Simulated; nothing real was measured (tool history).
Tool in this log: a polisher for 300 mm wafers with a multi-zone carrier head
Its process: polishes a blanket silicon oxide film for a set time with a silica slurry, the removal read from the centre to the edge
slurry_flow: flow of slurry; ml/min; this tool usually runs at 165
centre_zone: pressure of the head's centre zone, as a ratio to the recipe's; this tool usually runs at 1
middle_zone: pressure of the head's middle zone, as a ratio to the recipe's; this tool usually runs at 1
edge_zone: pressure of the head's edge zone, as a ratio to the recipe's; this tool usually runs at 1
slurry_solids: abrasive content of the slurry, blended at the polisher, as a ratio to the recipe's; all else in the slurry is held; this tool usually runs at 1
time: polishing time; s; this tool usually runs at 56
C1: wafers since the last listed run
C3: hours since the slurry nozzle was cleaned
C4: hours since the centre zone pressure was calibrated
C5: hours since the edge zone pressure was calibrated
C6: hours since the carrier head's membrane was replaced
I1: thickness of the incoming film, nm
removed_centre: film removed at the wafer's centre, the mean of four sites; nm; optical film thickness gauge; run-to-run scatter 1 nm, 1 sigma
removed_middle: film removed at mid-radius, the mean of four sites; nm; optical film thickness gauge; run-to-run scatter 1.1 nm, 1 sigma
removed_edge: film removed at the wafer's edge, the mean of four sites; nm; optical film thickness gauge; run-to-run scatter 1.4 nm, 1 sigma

run 1 hour=0 | slurry_flow=165 centre_zone=1 middle_zone=1 edge_zone=1 slurry_solids=1 time=51 | C1=0 wafers_polished_on_this_pad=3306 C3=323.3 C4=250.5 C5=211.8 C6=7.5 | I1=860 | removed_centre=144.6 removed_middle=146.7 removed_edge=144.3
run 2 hour=35.6 | slurry_flow=125 centre_zone=1 middle_zone=1 edge_zone=0.96 slurry_solids=1 time=56 | C1=413 wafers_polished_on_this_pad=3719 C3=358.9 C4=286.1 C5=247.4 C6=43.1 | I1=853 | removed_centre=146.7 removed_middle=152.2 removed_edge=150.6
-- hour=41.6 slurry nozzle cleaned
-- hour=85.8 worn pad replaced by a new one
run 3 hour=86.7 | slurry_flow=125 centre_zone=1 middle_zone=1 edge_zone=0.96 slurry_solids=1 time=56 | C1=535 wafers_polished_on_this_pad=9 C3=45.1 C4=337.2 C5=298.5 C6=94.2 | I1=851.6 | removed_centre=155.6 removed_middle=161.5 removed_edge=157.7
-- hour=112.3 edge zone pressure recalibrated
run 4 hour=117.4 | slurry_flow=165 centre_zone=1 middle_zone=1 edge_zone=1 slurry_solids=1 time=56 | C1=333 wafers_polished_on_this_pad=343 C3=75.8 C4=367.9 C5=5.1 C6=124.9 | I1=838 | removed_centre=166.6 removed_middle=171.2 removed_edge=166.8
run 5 hour=171.5 | slurry_flow=165 centre_zone=1 middle_zone=1 edge_zone=1 slurry_solids=1 time=56 | C1=628 wafers_polished_on_this_pad=972 C3=129.9 C4=422 C5=59.2 C6=179 | I1=849.8 | removed_centre=164.7 removed_middle=168.2 removed_edge=166.7
-- hour=231.1 centre zone pressure recalibrated
run 6 hour=234 | slurry_flow=120 centre_zone=1.05 middle_zone=1.04 edge_zone=1.05 slurry_solids=1 time=56 | C1=702 wafers_polished_on_this_pad=1675 C3=192.4 C4=2.9 C5=121.7 C6=241.5 | I1=843.8 | removed_centre=158.2 removed_middle=160.1 removed_edge=161
run 7 hour=285.9 | slurry_flow=165 centre_zone=1.1 middle_zone=1.06 edge_zone=0.92 slurry_solids=1.2 time=56 | C1=603 wafers_polished_on_this_pad=2278 C3=244.3 C4=54.8 C5=173.6 C6=293.4 | I1=842.2 | removed_centre=188.4 removed_middle=181.1 removed_edge=166.4
run 8 hour=349.5 | slurry_flow=130 centre_zone=1 middle_zone=1 edge_zone=1 slurry_solids=1 time=56 | C1=739 wafers_polished_on_this_pad=3017 C3=307.9 C4=118.4 C5=237.2 C6=357 | I1=848.5 | removed_centre=151.7 removed_middle=154.9 removed_edge=152.1
run 9 hour=380 | slurry_flow=165 centre_zone=1 middle_zone=1.09 edge_zone=1.04 slurry_solids=1.3 time=56 | C1=354 wafers_polished_on_this_pad=3371 C3=338.4 C4=148.9 C5=267.7 C6=387.5 | I1=860.8 | removed_centre=170.5 removed_middle=186.5 removed_edge=175.1
-- hour=393.6 worn pad replaced by a new one
-- hour=394.2 slurry nozzle cleaned
run 10 hour=423.2 | slurry_flow=165 centre_zone=1 middle_zone=0.91 edge_zone=1 slurry_solids=1 time=56 | C1=449 wafers_polished_on_this_pad=337 C3=29 C4=192.1 C5=310.9 C6=430.7 | I1=843.4 | removed_centre=167.8 removed_middle=157.6 removed_edge=169.8
run 11 hour=460.6 | slurry_flow=165 centre_zone=1 middle_zone=0.92 edge_zone=1 slurry_solids=1.1 time=56 | C1=434 wafers_polished_on_this_pad=771 C3=66.4 C4=229.5 C5=348.3 C6=468.1 | I1=848.4 | removed_centre=171.7 removed_middle=162.8 removed_edge=171.1
run 12 hour=486.9 | slurry_flow=165 centre_zone=1 middle_zone=1 edge_zone=1 slurry_solids=1 time=56 | C1=305 wafers_polished_on_this_pad=1077 C3=92.7 C4=255.8 C5=374.6 C6=494.4 | I1=849.5 | removed_centre=166.2 removed_middle=168.9 removed_edge=166.3
-- hour=518.9 edge zone pressure recalibrated
run 13 hour=547.5 | slurry_flow=165 centre_zone=1 middle_zone=1 edge_zone=0.92 slurry_solids=1.2 time=71 | C1=680 wafers_polished_on_this_pad=1758 C3=153.3 C4=316.4 C5=28.6 C6=555 | I1=856.2 | removed_centre=216.6 removed_middle=224.4 removed_edge=213.7
run 14 hour=615.2 | slurry_flow=165 centre_zone=1.06 middle_zone=1.06 edge_zone=1 slurry_solids=1.15 time=38 | C1=786 wafers_polished_on_this_pad=2544 C3=221 C4=384.1 C5=96.3 C6=622.7 | I1=849.2 | removed_centre=120.1 removed_middle=120.9 removed_edge=115.9
run 15 hour=646 | slurry_flow=165 centre_zone=1 middle_zone=1 edge_zone=1.07 slurry_solids=1 time=56 | C1=357 wafers_polished_on_this_pad=2902 C3=251.8 C4=414.9 C5=127.1 C6=653.5 | I1=850.4 | removed_centre=163.2 removed_middle=163.4 removed_edge=167.8
run 16 hour=704.4 | slurry_flow=205 centre_zone=1 middle_zone=1 edge_zone=1 slurry_solids=1 time=47 | C1=678 wafers_polished_on_this_pad=3581 C3=310.2 C4=473.3 C5=185.5 C6=711.9 | I1=853.6 | removed_centre=139.8 removed_middle=143.1 removed_edge=137.3
run 17 hour=728.5 | slurry_flow=165 centre_zone=1 middle_zone=1 edge_zone=1 slurry_solids=1 time=56 | C1=280 wafers_polished_on_this_pad=3861 C3=334.3 C4=497.4 C5=209.6 C6=736 | I1=850.9 | removed_centre=159.2 removed_middle=162.2 removed_edge=160
-- hour=738 worn pad replaced by a new one
run 18 hour=794.9 | slurry_flow=165 centre_zone=1 middle_zone=1 edge_zone=1.09 slurry_solids=0.8 time=42 | C1=725 wafers_polished_on_this_pad=661 C3=400.7 C4=563.8 C5=276 C6=802.4 | I1=836.2 | removed_centre=118.5 removed_middle=120 removed_edge=124.9
-- hour=805.1 slurry nozzle cleaned
-- hour=827.7 centre zone pressure recalibrated
run 19 hour=860.6 | slurry_flow=145 centre_zone=1.05 middle_zone=1.09 edge_zone=1 slurry_solids=1 time=56 | C1=728 wafers_polished_on_this_pad=1389 C3=55.5 C4=32.9 C5=341.7 C6=868.1 | I1=845.8 | removed_centre=168.3 removed_middle=171.9 removed_edge=161.7
-- hour=878.2 edge zone pressure recalibrated
run 20 hour=1031.9 | slurry_flow=110 centre_zone=1 middle_zone=1 edge_zone=1 slurry_solids=1 time=56 | C1=1967 wafers_polished_on_this_pad=3356 C3=226.8 C4=204.2 C5=153.7 C6=1039.4 | I1=846.2 | removed_centre=143.3 removed_middle=148 removed_edge=149.4
-- hour=1048.8 worn pad replaced by a new one
run 21 hour=1078.1 | slurry_flow=165 centre_zone=1 middle_zone=0.92 edge_zone=1 slurry_solids=1.1 time=56 | C1=490 wafers_polished_on_this_pad=340 C3=273 C4=250.4 C5=199.9 C6=1085.6 | I1=847.6 | removed_centre=170.6 removed_middle=165.2 removed_edge=170.8

Take each entry between the runs: how does the hidden state at the last listed run before it differ from the hidden state at the first listed run after it?
In the gap between runs 2 and 3: slurry nozzle cleaned (hour 41.6); worn pad replaced by a new one (hour 85.8)
  removal rate lost through wear of the pad, %: 6.11 -> 0.384
  what was measured, less what the result would be without the hidden state, removed_centre: -9.5 -> -0.6 nm; removed_middle: -9.9 -> -0.6 nm; removed_edge: -9.8 -> -0.6 nm
In the gap between runs 3 and 4: edge zone pressure recalibrated (hour 112.3)
  removal rate lost through wear of the pad, %: 0.384 -> 0.899
  what was measured, less what the result would be without the hidden state, removed_centre: -0.6 -> -1.5 nm; removed_middle: -0.6 -> -1.6 nm; removed_edge: -0.6 -> -1.6 nm
In the gap between runs 5 and 6: centre zone pressure recalibrated (hour 231.1)
  removal rate lost through wear of the pad, %: 1.81 -> 2.86
  what was measured, less what the result would be without the hidden state, removed_centre: -3 -> -4.6 nm; removed_middle: -3.1 -> -4.7 nm; removed_edge: -3.1 -> -4.8 nm
In the gap between runs 9 and 10: worn pad replaced by a new one (hour 393.6); slurry nozzle cleaned (hour 394.2)
  removal rate lost through wear of the pad, %: 5.31 -> 0.528
  what was measured, less what the result would be without the hidden state, removed_centre: -9.6 -> -0.9 nm; removed_middle: -10.5 -> -0.8 nm; removed_edge: -9.8 -> -0.9 nm
In the gap between runs 12 and 13: edge zone pressure recalibrated (hour 518.9)
  removal rate lost through wear of the pad, %: 1.6 -> 2.62
  what was measured, less what the result would be without the hidden state, removed_centre: -2.7 -> -5.8 nm; removed_middle: -2.7 -> -6.1 nm; removed_edge: -2.7 -> -5.7 nm
In the gap between runs 17 and 18: worn pad replaced by a new one (hour 738)
  removal rate lost through wear of the pad, %: 5.66 -> 1.21
  what was measured, less what the result would be without the hidden state, removed_centre: -9.6 -> -1.5 nm; removed_middle: -9.7 -> -1.4 nm; removed_edge: -9.6 -> -1.6 nm
In the gap between runs 18 and 19: slurry nozzle cleaned (hour 805.1); centre zone pressure recalibrated (hour 827.7)
  removal rate lost through wear of the pad, %: 1.21 -> 2.32
  what was measured, less what the result would be without the hidden state, removed_centre: -1.5 -> -4 nm; removed_middle: -1.4 -> -4.1 nm; removed_edge: -1.6 -> -3.8 nm
In the gap between runs 19 and 20: edge zone pressure recalibrated (hour 878.2)
  removal rate lost through wear of the pad, %: 2.32 -> 5.19
  what was measured, less what the result would be without the hidden state, removed_centre: -4 -> -7.9 nm; removed_middle: -4.1 -> -8.1 nm; removed_edge: -3.8 -> -8.1 nm
In the gap between runs 20 and 21: worn pad replaced by a new one (hour 1048.8)
  removal rate lost through wear of the pad, %: 5.19 -> 1.11
  what was measured, less what the result would be without the hidden state, removed_centre: -7.9 -> -1.9 nm; removed_middle: -8.1 -> -1.9 nm; removed_edge: -8.1 -> -1.9 nm
